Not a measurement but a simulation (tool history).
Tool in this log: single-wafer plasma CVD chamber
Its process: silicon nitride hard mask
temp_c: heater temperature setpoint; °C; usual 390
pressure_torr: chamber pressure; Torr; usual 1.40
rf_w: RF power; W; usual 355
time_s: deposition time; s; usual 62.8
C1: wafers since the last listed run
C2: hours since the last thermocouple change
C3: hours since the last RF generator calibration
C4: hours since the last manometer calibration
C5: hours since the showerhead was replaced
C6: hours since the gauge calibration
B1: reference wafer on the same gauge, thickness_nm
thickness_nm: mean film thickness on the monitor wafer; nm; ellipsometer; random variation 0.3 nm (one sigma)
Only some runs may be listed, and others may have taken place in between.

Run 1, hour 0.0: usual settings; C1 0; C2 918.4; C3 571.1; C4 121.8; C5 2094.4; C6 1939.3; B1 81.865. Result: thickness_nm 82.561 nm.
At hour 15.6: thermocouple changed; heater temperature recalibrated.
Run 2, hour 87.9: usual settings; C1 828; C2 72.3; C3 659.0; C4 209.7; C5 2182.3; C6 2027.2; B1 81.864. Result: thickness_nm 82.060 nm.
Run 3, hour 392.5: usual settings; C1 3157; C2 376.9; C3 963.6; C4 514.3; C5 2486.9; C6 2331.8; B1 81.905. Result: thickness_nm 81.321 nm.
Run 4, hour 429.0: usual settings but rf_w 375 W; C1 378; C2 413.4; C3 1000.1; C4 550.8; C5 2523.4; C6 2368.3; B1 81.883. Result: thickness_nm 83.488 nm.
Run 5, hour 488.1: usual settings but rf_w 375 W; C1 612; C2 472.5; C3 1059.2; C4 609.9; C5 2582.5; C6 2427.4; B1 81.864. Result: thickness_nm 83.050 nm.
Run 6, hour 545.0: usual settings; C1 589; C2 529.4; C3 1116.1; C4 666.8; C5 2639.4; C6 2484.3; B1 81.895. Result: thickness_nm 82.242 nm.
At hour 606.8: RF generator calibrated.
Run 7, hour 636.6: usual settings; C1 866; C2 621.0; C3 29.8; C4 758.4; C5 2731.0; C6 2575.9; B1 81.931. Result: thickness_nm 81.415 nm.
Run 8, hour 724.8: usual settings; C1 914; C2 709.2; C3 118.0; C4 846.6; C5 2819.2; C6 2664.1; B1 81.966. Result: thickness_nm 81.820 nm.
At hour 749.9: showerhead replaced.
At hour 973.7: thermocouple changed; heater temperature recalibrated.
Run 9, hour 1013.0: usual settings; C1 2821; C2 39.3; C3 406.2; C4 1134.8; C5 263.1; C6 2952.3; B1 81.912. Result: thickness_nm 81.480 nm.
Run 10, hour 1050.6: usual settings; C1 389; C2 76.9; C3 443.8; C4 1172.4; C5 300.7; C6 2989.9; B1 81.915. Result: thickness_nm 82.109 nm.
Run 11, hour 1118.3: usual settings; C1 701; C2 144.6; C3 511.5; C4 1240.1; C5 368.4; C6 3057.6; B1 81.904. Result: thickness_nm 81.883 nm.
At hour 1142.3: gauge calibrated.
Run 12, hour 1209.0: usual settings; C1 940; C2 235.3; C3 602.2; C4 1330.8; C5 459.1; C6 66.7; B1 81.833. Result: thickness_nm 81.985 nm.
At hour 1264.2: capacitance manometer re-zeroed and calibrated.
Run 13, hour 1264.7: usual settings; C1 494; C2 291.0; C3 657.9; C4 0.5; C5 514.8; C6 122.4; B1 81.883. Result: thickness_nm 81.815 nm.
Run 14, hour 1338.8: usual settings but temp_c 405 °C, time_s 51.5 s; C1 768; C2 365.1; C3 732.0; C4 74.6; C5 588.9; C6 196.5; B1 81.849. Result: thickness_nm 66.690 nm.
Run 15, hour 1391.0: usual settings but temp_c 386 °C; C1 541; C2 417.3; C3 784.2; C4 126.8; C5 641.1; C6 248.7; B1 81.921. Result: thickness_nm 81.670 nm.
Run 16, hour 1487.0: usual settings but temp_c 383 °C, time_s 68.4 s; C1 995; C2 513.3; C3 880.2; C4 222.8; C5 737.1; C6 344.7; B1 81.923. Result: thickness_nm 89.297 nm.
Run 17, hour 1529.5: usual settings but temp_c 400 °C, pressure_torr 1.13 Torr, rf_w 420 W, time_s 52.1 s; C1 440; C2 555.8; C3 922.7; C4 265.3; C5 779.6; C6 387.2; B1 81.817. Result: thickness_nm 67.219 nm.
At hour 1545.5: RF generator calibrated.
Run 18, hour 1597.7: usual settings but temp_c 378 °C; C1 624; C2 624.0; C3 52.2; C4 333.5; C5 847.8; C6 455.4; B1 81.901. Result: thickness_nm 82.123 nm.
At hour 1901.5: thermocouple changed; heater temperature recalibrated.
Run 19, hour 1911.6: usual settings; C1 3171; C2 10.1; C3 366.1; C4 647.4; C5 1161.7; C6 769.3; B1 81.938. Result: thickness_nm 82.057 nm.
Run 20, hour 2006.5: usual settings; C1 983; C2 105.0; C3 461.0; C4 742.3; C5 1256.6; C6 864.2; B1 81.895. Result: thickness_nm 81.620 nm.
Run 21, hour 2100.8: usual settings; C1 977; C2 199.3; C3 555.3; C4 836.6; C5 1350.9; C6 958.5; B1 81.833. Result: thickness_nm 81.460 nm.
Run 22, hour 2187.8: usual settings but pressure_torr 1.09 Torr, rf_w 325 W; C1 901; C2 286.3; C3 642.3; C4 923.6; C5 1437.9; C6 1045.5; B1 81.959. Result: thickness_nm 73.165 nm.
At hour 2380.1: capacitance manometer re-zeroed and calibrated.
Run 23, hour 2414.9: usual settings but temp_c 384 °C, rf_w 390 W; C1 2271; C2 513.4; C3 869.4; C4 34.8; C5 1665.0; C6 1272.6; B1 81.878. Result: thickness_nm 84.780 nm.
Run 24, hour 2468.0: usual settings but temp_c 384 °C, rf_w 375 W; C1 550; C2 566.5; C3 922.5; C4 87.9; C5 1718.1; C6 1325.7; B1 81.883. Result: thickness_nm 83.088 nm.
Run 25, hour 2512.6: usual settings but temp_c 403 °C, pressure_torr 1.05 Torr, rf_w 300 W; C1 462; C2 611.1; C3 967.1; C4 132.5; C5 1762.7; C6 1370.3; B1 81.897. Result: thickness_nm 70.637 nm.
Run 26, hour 2610.0: usual settings but pressure_torr 1.70 Torr, rf_w 305 W, time_s 73.8 s; C1 1009; C2 708.5; C3 1064.5; C4 229.9; C5 1860.1; C6 1467.7; B1 81.884. Result: thickness_nm 96.617 nm.
At hour 2690.3: RF generator calibrated.
Run 27, hour 2711.9: usual settings but rf_w 395 W; C1 973; C2 810.4; C3 21.6; C4 331.8; C5 1962.0; C6 1569.6; B1 81.897. Result: thickness_nm 84.908 nm.
Run 28, hour 2767.3: usual settings but rf_w 320 W, time_s 58.0 s; C1 574; C2 865.8; C3 77.0; C4 387.2; C5 2017.4; C6 1625.0; B1 81.916. Result: thickness_nm 73.072 nm.

Take each entry between the runs: how does the hidden state at the last listed run before it differ from the hidden state at the first listed run after it?
Between runs 1 and 2: thermocouple changed; heater temperature recalibrated (hour 15.6)
  nothing in the hidden state changes from one run to the other
Between runs 6 and 7: RF generator calibrated (hour 606.8)
  nothing in the hidden state changes from one run to the other
Between runs 8 and 9: showerhead replaced (hour 749.9); thermocouple changed; heater temperature recalibrated (hour 973.7)
  nothing in the hidden state changes from one run to the other
Between runs 11 and 12: gauge calibrated (hour 1142.3)
  nothing in the hidden state changes from one run to the other
Between runs 12 and 13: capacitance manometer re-zeroed and calibrated (hour 1264.2)
  nothing in the hidden state changes from one run to the other
Between runs 17 and 18: RF generator calibrated (hour 1545.5)
  nothing in the hidden state changes from one run to the other
Between runs 18 and 19: thermocouple changed; heater temperature recalibrated (hour 1901.5)
  nothing in the hidden state changes from one run to the other
Between runs 22 and 23: capacitance manometer re-zeroed and calibrated (hour 2380.1)
  nothing in the hidden state changes from one run to the other
Between runs 26 and 27: RF generator calibrated (hour 2690.3)
  nothing in the hidden state changes from one run to the other
